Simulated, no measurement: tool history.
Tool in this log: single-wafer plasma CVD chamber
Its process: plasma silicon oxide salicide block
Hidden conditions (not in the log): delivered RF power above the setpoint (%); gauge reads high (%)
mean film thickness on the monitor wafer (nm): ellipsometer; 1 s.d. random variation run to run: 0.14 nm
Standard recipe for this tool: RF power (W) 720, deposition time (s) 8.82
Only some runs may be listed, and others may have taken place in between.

run	day	RF power (W)	deposition time (s)	wafers since the last listed run	hours since the last RF generator calibration	hours since the showerhead was replaced	hours since the gauge calibration	read-back reference wafer on the same gauge, thickness_nm	mean film thickness on the monitor wafer (nm)
1	0.000	720	8.82	0	2093.1	5425.7	89.2	109.777	92.747
2	1.696	720	8.82	1050	2133.8	5466.4	129.9	109.599	92.730
3	3.388	720	8.82	1048	2174.4	5507.0	170.5	109.494	92.629
4	5.142	720	8.82	1086	2216.5	5549.1	212.6	109.383	92.453
5	6.150	720	8.82	624	2240.7	5573.3	236.8	109.389	92.402
6	8.892	720	8.82	1698	2306.5	5639.1	302.6	109.319	92.280
7	10.546	720	8.82	1025	2346.2	5678.8	342.3	109.287	92.285
# day 10.892: gauge calibrated
8	11.658	855	9.70	689	2372.9	5705.5	18.4	110.106	105.790
9	14.258	720	8.82	1611	2435.3	5767.9	80.8	109.735	92.635
10	16.100	720	8.82	1141	2479.5	5812.1	125.0	109.539	92.460
# day 17.767: RF generator calibrated
# day 18.562: showerhead replaced
11	18.854	585	7.22	1293	26.1	7.0	191.1	109.368	73.251
12	20.162	680	10.25	810	57.5	38.4	222.5	109.334	106.552
13	21.854	625	10.51	1048	98.1	79.0	263.1	109.299	107.760
14	23.021	720	9.39	722	126.1	107.0	291.1	109.250	98.270
15	24.904	720	8.82	1167	171.3	152.2	336.3	109.224	92.306

3 options for the next run, each taken on its own from the tool as it stands now. Forecast them:
A	24.921	720	8.82	10	171.7	152.6	336.7	?	?
B	24.921	720	8.10	10	171.7	152.6	336.7	?	?
C	24.921	585	7.90	10	171.7	152.6	336.7	?	?

run	read-back reference wafer on the same gauge, thickness_nm	mean film thickness on the monitor wafer (nm)
A	109.229	92.337
B	109.229	84.800
C	109.229	79.980
Without the tool's hidden state the same runs would have given:
run	mean film thickness on the monitor wafer (nm)
A	93.250
B	85.637
C	80.770

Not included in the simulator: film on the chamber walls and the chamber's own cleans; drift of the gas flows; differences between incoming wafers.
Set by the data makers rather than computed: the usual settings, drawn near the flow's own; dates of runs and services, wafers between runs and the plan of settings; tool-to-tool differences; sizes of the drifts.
